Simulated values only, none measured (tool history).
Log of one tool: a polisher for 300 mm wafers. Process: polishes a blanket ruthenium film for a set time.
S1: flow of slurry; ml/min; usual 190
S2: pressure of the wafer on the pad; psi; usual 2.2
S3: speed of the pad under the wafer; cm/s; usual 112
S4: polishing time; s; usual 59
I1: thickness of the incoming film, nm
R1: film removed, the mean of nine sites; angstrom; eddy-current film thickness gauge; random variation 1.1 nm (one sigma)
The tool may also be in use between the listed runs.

| run | hour | S1 | S2 | S3 | S4 | I1 | R1 |
|---|---|---|---|---|---|---|---|
| 1 | 0.0 | 190 | 2.2 | 112 | 59 | 275.9 | 736 |
| 2 | 13.7 | 190 | 2.2 | 112 | 59 | 281.3 | 717 |
| 3 | 41.7 | 190 | 2.2 | 112 | 59 | 283.7 | 716 |
| 4 | 75.8 | 190 | 2.2 | 112 | 59 | 279.6 | 725 |
|  | 97.5 | worn pad replaced by a new one |
| 5 | 98.6 | 190 | 2.2 | 144 | 64 | 279.1 | 991 |
| 6 | 114.6 | 190 | 2.2 | 144 | 64 | 282.3 | 978 |
|  | 124.9 | slurry nozzle cleaned |
| 7 | 144.7 | 190 | 2.2 | 144 | 64 | 279.8 | 1056 |
| 8 | 172.6 | 190 | 2.2 | 112 | 59 | 276.7 | 759 |
| 9 | 208.2 | 190 | 2.2 | 112 | 59 | 279.6 | 733 |
| 10 | 242.3 | 190 | 2.2 | 112 | 59 | 277.3 | 763 |
| 11 | 269.0 | 170 | 2.2 | 112 | 59 | 281.4 | 730 |
| 12 | 288.7 | 190 | 2.2 | 112 | 59 | 284.7 | 733 |
|  | 305.2 | worn pad replaced by a new one |
| 13 | 305.7 | 190 | 2.2 | 112 | 59 | 281.3 | 754 |
| 14 | 338.4 | 190 | 2.2 | 112 | 59 | 281.9 | 753 |
| 15 | 353.1 | 190 | 2.2 | 112 | 59 | 282.0 | 740 |
| 16 | 378.9 | 190 | 2.2 | 112 | 59 | 283.1 | 751 |
| 17 | 395.3 | 190 | 2.2 | 124 | 59 | 284.9 | 828 |
| 18 | 408.6 | 245 | 2.2 | 144 | 59 | 276.0 | 968 |
| 19 | 440.8 | 190 | 2.2 | 112 | 59 | 276.6 | 756 |
| 20 | 470.1 | 155 | 2.2 | 112 | 53 | 285.3 | 627 |
| 21 | 493.1 | 230 | 2.2 | 126 | 59 | 275.6 | 849 |
|  | 529.8 | worn pad replaced by a new one |
| 22 | 530.3 | 130 | 1.9 | 142 | 49 | 275.2 | 635 |
| 23 | 543.1 | 190 | 2.2 | 112 | 59 | 281.6 | 721 |
| 24 | 572.2 | 190 | 2.7 | 94 | 78 | 278.1 | 968 |
| 25 | 586.5 | 155 | 1.9 | 134 | 77 | 279.5 | 951 |
| 26 | 611.6 | 190 | 2.2 | 112 | 59 | 281.0 | 715 |
| 27 | 646.1 | 190 | 2.2 | 112 | 59 | 280.7 | 699 |
|  | 657.9 | slurry nozzle cleaned |
|  | 661.8 | head pressure recalibrated |
| 28 | 668.3 | 190 | 2.2 | 112 | 46 | 281.7 | 579 |
| 29 | 701.9 | 190 | 2.2 | 112 | 59 | 279.1 | 747 |
| 30 | 723.0 | 140 | 1.8 | 112 | 59 | 283.1 | 587 |

Forecast run 31:
|  | 749.8 | worn pad replaced by a new one |
| 31 | 750.3 | 135 | 1.8 | 124 | 69 | 281.9 | ? |

R1: 738 angstrom
Without the tool's hidden state the same run would have given R1 743 angstrom.
